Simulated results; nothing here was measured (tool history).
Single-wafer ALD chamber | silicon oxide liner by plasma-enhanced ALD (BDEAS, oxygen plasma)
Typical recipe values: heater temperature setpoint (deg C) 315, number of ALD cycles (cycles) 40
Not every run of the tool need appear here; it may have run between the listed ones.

run,hour,heater temperature setpoint (deg C),number of ALD cycles (cycles),wafers since the last listed run,hours since the last thermocouple change,hours since the gauge calibration,"read-back reference wafer on the same gauge, thickness_nm",mean film thickness on the monitor wafer (nm)
1,0,315,40,0,950.1,16.4,4.386,3.733
2,19,315,40,218,969.1,35.4,4.39,3.756
3,34,315,40,172,984.1,50.4,4.388,3.759
4,62.1,315,40,322,1012.2,78.5,4.394,3.763
5,87.1,315,40,287,1037.2,103.5,4.388,3.75
6,107.9,315,40,238,1058,124.3,4.388,3.751
7,135.7,315,40,319,1085.8,152.1,4.388,3.75
8,157,319,40,244,1107.1,173.4,4.388,3.733
9,179.1,319,40,253,1129.2,195.5,4.39,3.728
10,211,315,40,366,1161.1,227.4,4.385,3.762
11,241.4,315,40,349,1191.5,257.8,4.392,3.763
12,271.6,315,40,346,1221.7,288,4.392,3.756
13,301.8,315,40,346,1251.9,318.2,4.394,3.753
14,322.2,315,36,234,1272.3,338.6,4.393,3.391
15,338,315,36,181,1288.1,354.4,4.392,3.387
16,360.1,315,40,253,1310.2,376.5,4.39,3.749
17,383.4,315,40,267,1333.5,399.8,4.391,3.761
18,407.6,315,43,277,1357.7,424,4.392,4.023
# hour 427: gauge calibrated
19,432.4,328,47,284,1382.5,5.4,4.389,4.345
20,465.2,308,45,376,1415.3,38.2,4.385,4.246
21,480.3,305,48,173,1430.4,53.3,4.386,4.563
22,510.6,315,40,347,1460.7,83.6,4.393,3.748
23,544.8,300,37,392,1494.9,117.8,4.389,3.52
24,570.1,320,40,290,1520.2,143.1,4.389,3.738
# hour 582.2: thermocouple changed; heater temperature recalibrated
25,610.2,311,34,368,28,183.2,4.391,3.198
26,625.7,309,32,177,43.5,198.7,4.388,3.016
27,644.7,315,46,218,62.5,217.7,4.393,4.315
28,680.5,310,38,411,98.3,253.5,4.387,3.582
29,705.1,315,40,282,122.9,278.1,4.387,3.753
30,740.2,322,34,402,158,313.2,4.389,3.164
31,754.8,315,47,167,172.6,327.8,4.391,4.402
32,790.7,315,40,412,208.5,363.7,4.395,3.765
33,804,306,40,152,221.8,377,4.39,3.799
34,833.9,310,40,343,251.7,406.9,4.39,3.773

Branching from run 34: 4 alternative next runs. What would each branch give?
A,834.4,315,40,5,252.2,407.4,?,?
B,834.4,328,37,5,252.2,407.4,?,?
C,834.4,309,40,5,252.2,407.4,?,?
D,834.4,302,36,5,252.2,407.4,?,?

run,"read-back reference wafer on the same gauge, thickness_nm",mean film thickness on the monitor wafer (nm)
A,4.39,3.75
B,4.39,3.413
C,4.39,3.779
D,4.39,3.431
Without the tool's hidden state the same runs would have given:
run,mean film thickness on the monitor wafer (nm)
A,3.75
B,3.413
C,3.779
D,3.431

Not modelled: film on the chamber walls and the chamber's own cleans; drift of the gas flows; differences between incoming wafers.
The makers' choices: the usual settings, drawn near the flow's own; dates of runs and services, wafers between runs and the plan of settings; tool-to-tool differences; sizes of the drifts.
